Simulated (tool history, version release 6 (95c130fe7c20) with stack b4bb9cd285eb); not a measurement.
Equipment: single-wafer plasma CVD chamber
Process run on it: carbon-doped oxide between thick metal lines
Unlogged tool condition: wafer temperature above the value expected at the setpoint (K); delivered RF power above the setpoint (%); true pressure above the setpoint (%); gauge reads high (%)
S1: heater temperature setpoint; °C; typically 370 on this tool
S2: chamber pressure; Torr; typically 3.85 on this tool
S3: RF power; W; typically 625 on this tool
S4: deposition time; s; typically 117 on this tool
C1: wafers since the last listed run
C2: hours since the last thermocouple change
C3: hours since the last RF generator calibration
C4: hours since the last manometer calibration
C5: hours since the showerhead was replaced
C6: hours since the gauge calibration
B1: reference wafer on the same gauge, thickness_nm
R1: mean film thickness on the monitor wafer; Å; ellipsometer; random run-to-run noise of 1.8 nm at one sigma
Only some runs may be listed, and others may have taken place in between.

run     day   S1    S2   S3   S4   C1      C2      C3      C4      C5     C6       B1       R1
  1   0.000  370  3.85  625  125    0   974.5  1722.9  1593.2  2755.4   99.7  700.961  6700.48
  2   0.592  370  3.85  625  125  124   988.7  1737.1  1607.4  2769.6  113.9  700.482  6685.13
  3   0.917  370  3.85  625  125   68   996.5  1744.9  1615.2  2777.4  121.7  700.894  6681.44
  4   1.254  370  3.85  625  101   70  1004.6  1753.0  1623.3  2785.5  129.8  701.080  5392.53
  5   1.542  370  3.85  625  117   60  1011.5  1759.9  1630.2  2792.4  136.7  700.507  6269.34
  6   2.688  377  3.85  565  117  240  1039.0  1787.4  1657.7  2819.9  164.2  701.952  5747.83
  7   3.275  377  3.85  565  117  123  1053.1  1801.5  1671.8  2834.0  178.3  700.691  5757.94
      3.817  -- showerhead replaced
  8   3.838  370  3.85  625  117   48  1066.6  1815.0  1685.3     0.5  191.8  701.361  6244.67
      4.321  -- RF generator calibrated
  9   4.342  370  3.85  625  117   35  1078.7     0.5  1697.4    12.6  203.9  700.628  6613.19
 10   4.533  370  3.85  625  117   40  1083.3     5.1  1702.0    17.2  208.5  700.983  6613.72
 11   4.862  370  3.85  625  117   69  1091.2    13.0  1709.9    25.1  216.4  701.199  6593.85
 12   5.212  377  3.85  565  117   73  1099.6    21.4  1718.3    33.5  224.8  701.085  6080.32
      5.433  -- gauge calibrated
 13   5.829  357  3.85  625  117  129  1114.4    36.2  1733.1    48.3    9.5  701.722  6845.72
 14   6.171  370  4.77  675  132   71  1122.6    44.4  1741.3    56.5   17.7  700.925  7989.22
 15   6.721  370  3.85  625  117  115  1135.8    57.6  1754.5    69.7   30.9  700.800  6600.08
 16   7.083  360  3.01  665  110   76  1144.5    66.3  1763.2    78.4   39.6  701.136  6495.33
      7.925  -- thermocouple changed; heater temperature recalibrated
      8.258  -- capacitance manometer re-zeroed and calibrated
 17   8.450  370  3.46  625   96  146    12.6    99.1     4.6   111.2   72.4  700.617  5360.34
 18   9.979  370  3.85  625  117  321    49.3   135.8    41.3   147.9  109.1  701.164  6564.24
 19  10.233  370  2.89  625   96   53    55.4   141.9    47.4   154.0  115.2  701.958  5288.17
 20  10.638  370  4.42  680  117   84    65.1   151.6    57.1   163.7  124.9  701.431  7024.65
 21  12.004  370  4.26  625  117  286    97.9   184.4    89.9   196.5  157.7  701.165  6642.52
 22  12.300  370  3.85  625  117   62   105.0   191.5    97.0   203.6  164.8  700.693  6571.76
 23  12.617  370  3.85  585  100   66   112.6   199.1   104.6   211.2  172.4  700.577  5380.58
 24  13.367  382  3.85  625  137  157   130.6   217.1   122.6   229.2  190.4  701.218  7495.98
 25  13.704  370  3.16  500  117   70   138.7   225.2   130.7   237.3  198.5  700.832  5552.84
 26  14.425  370  3.85  625  117  151   156.0   242.5   148.0   254.6  215.8  701.029  6548.20
 27  14.975  382  4.48  690  139  115   169.2   255.7   161.2   267.8  229.0  701.958  8160.62

5 options for the next run, each taken on its own from the tool as it stands now. Forecast them:
  A  14.992  370  3.85  540  117   3  169.6  256.1  161.6  268.2  229.4   ?   ?
  B  14.992  370  4.22  565  117   3  169.6  256.1  161.6  268.2  229.4   ?   ?
  C  14.992  370  4.51  625  117   3  169.6  256.1  161.6  268.2  229.4   ?   ?
  D  14.992  355  4.61  535  109   3  169.6  256.1  161.6  268.2  229.4   ?   ?
  E  14.992  362  4.67  625  117   3  169.6  256.1  161.6  268.2  229.4   ?   ?

run       B1       R1
  A  700.518  5933.10
  B  700.518  6172.35
  C  700.518  6636.96
  D  700.518  5814.34
  E  700.518  6794.67
Had the tool no hidden state, the same runs would have come out as:
run       R1
  A  5994.87
  B  6234.61
  C  6703.91
  D  5874.87
  E  6863.20
